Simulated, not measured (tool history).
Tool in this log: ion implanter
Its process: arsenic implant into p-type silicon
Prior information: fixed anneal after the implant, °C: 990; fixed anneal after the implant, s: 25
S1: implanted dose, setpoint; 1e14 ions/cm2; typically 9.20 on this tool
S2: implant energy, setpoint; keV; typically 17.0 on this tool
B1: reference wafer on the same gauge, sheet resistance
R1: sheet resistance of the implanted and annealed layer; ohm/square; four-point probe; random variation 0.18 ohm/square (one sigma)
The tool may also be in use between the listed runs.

| run | day | S1 | S2 | B1 | R1 |
|---|---|---|---|---|---|
| 1 | 0.000 | 7.03 | 17.0 | 126.01 | 138.83 |
| 2 | 2.596 | 9.20 | 17.0 | 126.00 | 119.46 |
| 3 | 4.904 | 7.89 | 14.5 | 125.99 | 133.53 |
| 4 | 11.200 | 7.89 | 14.5 | 125.97 | 132.73 |
| 5 | 13.525 | 7.89 | 14.5 | 125.98 | 132.84 |
| 6 | 15.329 | 9.77 | 12.5 | 125.95 | 123.30 |
|  | 15.404 | gauge calibrated |
|  | 19.454 | extraction supply calibrated |
|  | 19.646 | Faraday cup replaced and dose calibrated |
| 7 | 19.667 | 9.77 | 12.5 | 126.04 | 124.64 |
| 8 | 20.638 | 9.77 | 12.5 | 126.07 | 124.50 |
| 9 | 22.308 | 10.96 | 17.0 | 126.00 | 110.42 |
| 10 | 23.975 | 7.84 | 21.0 | 126.01 | 124.48 |
| 11 | 26.746 | 9.20 | 17.0 | 125.96 | 119.16 |
| 12 | 27.925 | 9.77 | 12.5 | 126.02 | 123.99 |
| 13 | 30.862 | 7.40 | 20.5 | 125.98 | 129.57 |
| 14 | 33.046 | 10.33 | 20.5 | 125.98 | 107.16 |
| 15 | 36.029 | 7.02 | 14.0 | 125.97 | 142.65 |
| 16 | 37.129 | 10.21 | 20.5 | 125.98 | 107.68 |
| 17 | 38.233 | 6.96 | 19.5 | 126.01 | 134.88 |
|  | 39.383 | gauge calibrated |
| 18 | 39.412 | 11.90 | 19.0 | 125.99 | 102.57 |

5 ways to go on from here, each from the tool as it stands after run 18. What would each give?
| A | 39.429 | 9.20 | 17.0 | ? | ? |
| B | 39.429 | 7.59 | 12.0 | ? | ? |
| C | 39.429 | 7.48 | 20.0 | ? | ? |
| D | 39.429 | 10.05 | 20.0 | ? | ? |
| E | 39.429 | 11.94 | 19.0 | ? | ? |

| run | B1 | R1 |
|---|---|---|
| A | 125.93 | 119.15 |
| B | 125.93 | 140.15 |
| C | 125.93 | 128.91 |
| D | 125.93 | 109.41 |
| E | 125.93 | 103.14 |
With no hidden state in the tool, these same runs would have given:
| run | R1 |
|---|---|
| A | 120.18 |
| B | 141.42 |
| C | 130.32 |
| D | 110.35 |
| E | 103.82 |
